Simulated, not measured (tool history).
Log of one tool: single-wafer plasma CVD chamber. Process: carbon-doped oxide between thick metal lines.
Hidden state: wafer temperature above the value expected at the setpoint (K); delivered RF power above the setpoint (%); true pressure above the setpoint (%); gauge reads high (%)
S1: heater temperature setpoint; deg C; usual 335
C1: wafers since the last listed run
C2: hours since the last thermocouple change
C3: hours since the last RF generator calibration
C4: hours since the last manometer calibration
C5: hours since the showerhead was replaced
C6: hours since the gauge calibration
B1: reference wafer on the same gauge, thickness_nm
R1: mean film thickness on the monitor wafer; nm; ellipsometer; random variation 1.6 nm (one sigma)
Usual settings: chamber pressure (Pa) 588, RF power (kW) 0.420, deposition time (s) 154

run 1 hour=0.0 | S1=335 chamber_pressure_(Pa)=588 RF_power_(kW)=0.420 deposition_time_(s)=154 | C1=0 C2=2465.7 C3=1656.6 C4=1851.7 C5=6637.1 C6=130.3 | B1=830.795 | R1=736.455
run 2 hour=15.8 | S1=335 chamber_pressure_(Pa)=588 RF_power_(kW)=0.420 deposition_time_(s)=154 | C1=155 C2=2481.5 C3=1672.4 C4=1867.5 C5=6652.9 C6=146.1 | B1=830.340 | R1=739.505
run 3 hour=41.2 | S1=335 chamber_pressure_(Pa)=588 RF_power_(kW)=0.420 deposition_time_(s)=154 | C1=249 C2=2506.9 C3=1697.8 C4=1892.9 C5=6678.3 C6=171.5 | B1=830.206 | R1=739.335
run 4 hour=60.5 | S1=335 chamber_pressure_(Pa)=588 RF_power_(kW)=0.420 deposition_time_(s)=154 | C1=189 C2=2526.2 C3=1717.1 C4=1912.2 C5=6697.6 C6=190.8 | B1=828.911 | R1=741.388
run 5 hour=83.6 | S1=335 chamber_pressure_(Pa)=588 RF_power_(kW)=0.420 deposition_time_(s)=154 | C1=226 C2=2549.3 C3=1740.2 C4=1935.3 C5=6720.7 C6=213.9 | B1=828.432 | R1=735.375
run 6 hour=103.7 | S1=335 chamber_pressure_(Pa)=588 RF_power_(kW)=0.420 deposition_time_(s)=143 | C1=197 C2=2569.4 C3=1760.3 C4=1955.4 C5=6740.8 C6=234.0 | B1=827.935 | R1=684.448
run 7 hour=121.7 | S1=335 chamber_pressure_(Pa)=588 RF_power_(kW)=0.420 deposition_time_(s)=143 | C1=176 C2=2587.4 C3=1778.3 C4=1973.4 C5=6758.8 C6=252.0 | B1=827.580 | R1=683.725
run 8 hour=149.1 | S1=335 chamber_pressure_(Pa)=489 RF_power_(kW)=0.420 deposition_time_(s)=176 | C1=269 C2=2614.8 C3=1805.7 C4=2000.8 C5=6786.2 C6=279.4 | B1=826.301 | R1=805.875
run 9 hour=163.2 | S1=335 chamber_pressure_(Pa)=588 RF_power_(kW)=0.420 deposition_time_(s)=154 | C1=138 C2=2628.9 C3=1819.8 C4=2014.9 C5=6800.3 C6=293.5 | B1=825.845 | R1=732.791
-- hour=183.5 RF generator calibrated
run 10 hour=184.0 | S1=335 chamber_pressure_(Pa)=588 RF_power_(kW)=0.420 deposition_time_(s)=163 | C1=125 C2=2649.7 C3=0.5 C4=2035.7 C5=6821.1 C6=314.3 | B1=825.627 | R1=776.742
run 11 hour=201.6 | S1=335 chamber_pressure_(Pa)=588 RF_power_(kW)=0.420 deposition_time_(s)=163 | C1=172 C2=2667.3 C3=18.1 C4=2053.3 C5=6838.7 C6=331.9 | B1=825.307 | R1=777.184
-- hour=215.9 showerhead replaced
run 12 hour=221.3 | S1=335 chamber_pressure_(Pa)=529 RF_power_(kW)=0.485 deposition_time_(s)=181 | C1=114 C2=2687.0 C3=37.8 C4=2073.0 C5=5.4 C6=351.6 | B1=824.654 | R1=945.112
run 13 hour=240.5 | S1=321 chamber_pressure_(Pa)=588 RF_power_(kW)=0.420 deposition_time_(s)=154 | C1=188 C2=2706.2 C3=57.0 C4=2092.2 C5=24.6 C6=370.8 | B1=823.402 | R1=763.780
run 14 hour=272.1 | S1=335 chamber_pressure_(Pa)=588 RF_power_(kW)=0.420 deposition_time_(s)=154 | C1=310 C2=2737.8 C3=88.6 C4=2123.8 C5=56.2 C6=402.4 | B1=822.429 | R1=731.278
run 15 hour=297.0 | S1=335 chamber_pressure_(Pa)=495 RF_power_(kW)=0.420 deposition_time_(s)=134 | C1=244 C2=2762.7 C3=113.5 C4=2148.7 C5=81.1 C6=427.3 | B1=822.335 | R1=613.807
-- hour=317.2 thermocouple changed; heater temperature recalibrated
-- hour=320.2 gauge calibrated
-- hour=320.5 capacitance manometer re-zeroed and calibrated
run 16 hour=321.0 | S1=335 chamber_pressure_(Pa)=588 RF_power_(kW)=0.420 deposition_time_(s)=154 | C1=124 C2=3.8 C3=137.5 C4=0.5 C5=105.1 C6=0.8 | B1=836.620 | R1=743.625
run 17 hour=330.7 | S1=335 chamber_pressure_(Pa)=588 RF_power_(kW)=0.420 deposition_time_(s)=154 | C1=95 C2=13.5 C3=147.2 C4=10.2 C5=114.8 C6=10.5 | B1=835.778 | R1=745.214
run 18 hour=353.0 | S1=346 chamber_pressure_(Pa)=719 RF_power_(kW)=0.420 deposition_time_(s)=154 | C1=218 C2=35.8 C3=169.5 C4=32.5 C5=137.1 C6=32.8 | B1=834.977 | R1=756.412
run 19 hour=378.8 | S1=335 chamber_pressure_(Pa)=529 RF_power_(kW)=0.485 deposition_time_(s)=181 | C1=253 C2=61.6 C3=195.3 C4=58.3 C5=162.9 C6=58.6 | B1=834.964 | R1=956.864
run 20 hour=398.8 | S1=327 chamber_pressure_(Pa)=588 RF_power_(kW)=0.420 deposition_time_(s)=154 | C1=196 C2=81.6 C3=215.3 C4=78.3 C5=182.9 C6=78.6 | B1=834.255 | R1=754.920
run 21 hour=423.1 | S1=343 chamber_pressure_(Pa)=548 RF_power_(kW)=0.370 deposition_time_(s)=127 | C1=238 C2=105.9 C3=239.6 C4=102.6 C5=207.2 C6=102.9 | B1=833.656 | R1=523.803
run 22 hour=450.2 | S1=331 chamber_pressure_(Pa)=675 RF_power_(kW)=0.380 deposition_time_(s)=173 | C1=266 C2=133.0 C3=266.7 C4=129.7 C5=234.3 C6=130.0 | B1=832.496 | R1=793.471

Hidden state or all else? Some run-to-run changes of R1, split into what the settings, what came in and random variation would give without the hidden state, and what is left for the hidden state (with any gauge scatter that isn't in both results):
Run 11 -> 12: chamber pressure (Pa) 588 -> 529, RF power (kW) 0.420 -> 0.485, deposition time (s) 163 -> 181, showerhead replaced. R1 +167.928 nm: hidden state -3.111, all else +171.039.
Run 15 -> 16: chamber pressure (Pa) 495 -> 588, deposition time (s) 134 -> 154, thermocouple changed; heater temperature recalibrated, gauge calibrated, capacitance manometer re-zeroed and calibrated. R1 +129.818 nm: hidden state +10.689, all else +119.129.
Run 20 -> 21: S1 327 -> 343, chamber pressure (Pa) 588 -> 548, RF power (kW) 0.420 -> 0.370, deposition time (s) 154 -> 127. R1 -231.117 nm: hidden state +0.291, all else -231.408.
Run 21 -> 22: S1 343 -> 331, chamber pressure (Pa) 548 -> 675, RF power (kW) 0.370 -> 0.380, deposition time (s) 127 -> 173. R1 +269.668 nm: hidden state -1.849, all else +271.517.

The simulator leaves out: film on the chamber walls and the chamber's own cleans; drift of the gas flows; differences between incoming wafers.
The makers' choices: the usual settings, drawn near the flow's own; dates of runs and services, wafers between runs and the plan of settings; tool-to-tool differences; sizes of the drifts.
